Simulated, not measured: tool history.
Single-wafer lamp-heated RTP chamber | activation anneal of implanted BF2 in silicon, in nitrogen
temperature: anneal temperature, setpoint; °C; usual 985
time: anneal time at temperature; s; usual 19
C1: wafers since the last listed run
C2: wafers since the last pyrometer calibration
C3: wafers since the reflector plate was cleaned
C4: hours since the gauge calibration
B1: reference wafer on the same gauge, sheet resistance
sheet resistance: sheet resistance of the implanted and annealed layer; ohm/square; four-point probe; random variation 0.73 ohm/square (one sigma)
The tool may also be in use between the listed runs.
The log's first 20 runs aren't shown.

run 21 hour=1035.4 | temperature=968 time=19 | C1=739 C2=8211 C3=7526 C4=2085.4 | B1=233.28 | sheet_resistance=254.81
-- hour=1092.4 pyrometer window cleaned and pyrometer calibrated
run 22 hour=1092.9 | temperature=997 time=12 | C1=778 C2=8 C3=8304 C4=2142.9 | B1=233.05 | sheet_resistance=215.38
run 23 hour=1124.7 | temperature=1005 time=23 | C1=500 C2=508 C3=8804 C4=2174.7 | B1=233.09 | sheet_resistance=179.33
run 24 hour=1187.0 | temperature=972 time=15 | C1=979 C2=1488 C3=9784 C4=2237.0 | B1=233.01 | sheet_resistance=252.74
-- hour=1203.7 reflector plate cleaned
run 25 hour=1226.4 | temperature=960 time=12 | C1=493 C2=1982 C3=357 C4=2276.4 | B1=233.11 | sheet_resistance=283.13
run 26 hour=1298.1 | temperature=985 time=19 | C1=1127 C2=3109 C3=1485 C4=2348.1 | B1=233.00 | sheet_resistance=221.82
-- hour=1326.9 gauge calibrated
run 27 hour=1332.0 | temperature=960 time=26 | C1=533 C2=3643 C3=2018 C4=5.1 | B1=232.95 | sheet_resistance=262.32
run 28 hour=1403.8 | temperature=1010 time=27 | C1=1129 C2=4772 C3=3147 C4=76.9 | B1=232.96 | sheet_resistance=165.83
run 29 hour=1468.6 | temperature=985 time=9 | C1=1019 C2=5791 C3=4166 C4=141.7 | B1=233.11 | sheet_resistance=243.40
run 30 hour=1533.5 | temperature=1000 time=15 | C1=1020 C2=6812 C3=5187 C4=206.6 | B1=233.22 | sheet_resistance=204.59
run 31 hour=1574.6 | temperature=975 time=24 | C1=646 C2=7458 C3=5833 C4=247.7 | B1=233.10 | sheet_resistance=233.49
run 32 hour=1613.9 | temperature=985 time=22 | C1=618 C2=8076 C3=6451 C4=287.0 | B1=233.07 | sheet_resistance=216.07
run 33 hour=1656.6 | temperature=961 time=11 | C1=671 C2=8747 C3=7123 C4=329.7 | B1=233.10 | sheet_resistance=280.99
-- hour=1680.8 pyrometer window cleaned and pyrometer calibrated
run 34 hour=1690.7 | temperature=985 time=25 | C1=410 C2=156 C3=7533 C4=363.8 | B1=233.48 | sheet_resistance=212.62
run 35 hour=1758.4 | temperature=966 time=8 | C1=1064 C2=1221 C3=8598 C4=431.5 | B1=233.07 | sheet_resistance=279.38
run 36 hour=1793.4 | temperature=985 time=19 | C1=550 C2=1771 C3=9148 C4=466.5 | B1=233.05 | sheet_resistance=222.24

Forecast each of these 5 alternatives for the next run:
run A hour=1793.8 | temperature=985 time=19 | C1=6 C2=1777 C3=9155 C4=466.9 | B1=? | sheet_resistance=?
run B hour=1793.8 | temperature=970 time=9 | C1=6 C2=1777 C3=9155 C4=466.9 | B1=? | sheet_resistance=?
run C hour=1793.8 | temperature=963 time=19 | C1=6 C2=1777 C3=9155 C4=466.9 | B1=? | sheet_resistance=?
run D hour=1793.8 | temperature=973 time=24 | C1=6 C2=1777 C3=9155 C4=466.9 | B1=? | sheet_resistance=?
run E hour=1793.8 | temperature=1004 time=14 | C1=6 C2=1777 C3=9155 C4=466.9 | B1=? | sheet_resistance=?

run=A B1=232.83 sheet_resistance=221.12
run=B B1=232.83 sheet_resistance=268.21
run=C B1=232.83 sheet_resistance=263.91
run=D B1=232.83 sheet_resistance=236.58
run=E B1=232.83 sheet_resistance=198.54
Without the tool's hidden state the same runs would have given:
run=A sheet_resistance=221.12
run=B sheet_resistance=268.21
run=C sheet_resistance=263.91
run=D sheet_resistance=236.58
run=E sheet_resistance=198.54
